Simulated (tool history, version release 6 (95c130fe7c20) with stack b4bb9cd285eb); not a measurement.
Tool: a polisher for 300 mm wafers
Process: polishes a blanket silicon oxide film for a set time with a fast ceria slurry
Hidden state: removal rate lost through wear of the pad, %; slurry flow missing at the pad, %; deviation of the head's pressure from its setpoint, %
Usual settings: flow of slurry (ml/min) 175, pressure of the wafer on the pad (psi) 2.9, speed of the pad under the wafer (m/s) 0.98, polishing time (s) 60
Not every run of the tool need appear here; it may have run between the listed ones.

run	hour	flow of slurry (ml/min)	pressure of the wafer on the pad (psi)	speed of the pad under the wafer (m/s)	polishing time (s)	wafers since the last listed run	wafers polished on this pad	hours since the slurry nozzle was cleaned	hours since the head pressure was calibrated	incoming thickness of the incoming film, nm	film removed (angstrom)
1	0.0	175	2.9	0.98	60	0	651	273.0	128.9	2776.3	10727
# hour 48.4: worn pad replaced by a new one
2	73.2	175	2.9	0.98	60	804	288	346.2	202.1	2731.7	10817
3	86.0	175	2.9	0.98	60	148	437	359.0	214.9	2765.9	10732
4	98.2	175	2.9	0.98	60	141	578	371.2	227.1	2764.1	10587
5	112.7	175	2.9	0.86	60	168	747	385.7	241.6	2781.3	9551
6	130.7	175	2.9	0.98	60	209	956	403.7	259.6	2751.6	10639
# hour 142.0: worn pad replaced by a new one
7	153.7	175	2.9	0.98	60	220	136	426.7	282.6	2766.4	10735
8	182.2	175	2.9	0.98	60	331	467	455.2	311.1	2724.1	10615
# hour 191.3: head pressure recalibrated
9	207.5	175	2.9	1.14	65	270	738	480.5	16.2	2781.6	13122
# hour 224.2: slurry nozzle cleaned
# hour 232.3: worn pad replaced by a new one
10	234.0	175	2.9	1.28	76	250	19	9.8	42.7	2757.6	17231
11	313.4	175	2.9	0.98	60	923	943	89.2	122.1	2772.1	10907
# hour 318.9: worn pad replaced by a new one
12	343.6	220	2.9	0.70	39	304	286	119.4	152.3	2787.2	5339
13	376.7	175	2.9	0.98	60	384	671	152.5	185.4	2807.3	10647
14	396.4	205	2.6	1.14	44	229	900	172.2	205.1	2739.7	8490
# hour 419.4: worn pad replaced by a new one
15	422.1	155	3.2	0.98	60	252	31	197.9	230.8	2752.4	11129

Forecast each of these 5 alternatives for the next run:
A	422.5	175	2.9	0.98	60	4	36	198.3	231.2	2731.3	?
B	422.5	205	2.9	0.78	41	4	36	198.3	231.2	2731.3	?
C	422.5	175	2.9	0.98	39	4	36	198.3	231.2	2731.3	?
D	422.5	175	2.9	0.98	47	4	36	198.3	231.2	2731.3	?
E	422.5	215	2.2	1.12	50	4	36	198.3	231.2	2731.3	?

run	film removed (angstrom)
A	10507
B	6049
C	6829
D	8230
E	8304
Without the tool's hidden state the same runs would have given:
run	film removed (angstrom)
A	10507
B	6049
C	6829
D	8230
E	8304

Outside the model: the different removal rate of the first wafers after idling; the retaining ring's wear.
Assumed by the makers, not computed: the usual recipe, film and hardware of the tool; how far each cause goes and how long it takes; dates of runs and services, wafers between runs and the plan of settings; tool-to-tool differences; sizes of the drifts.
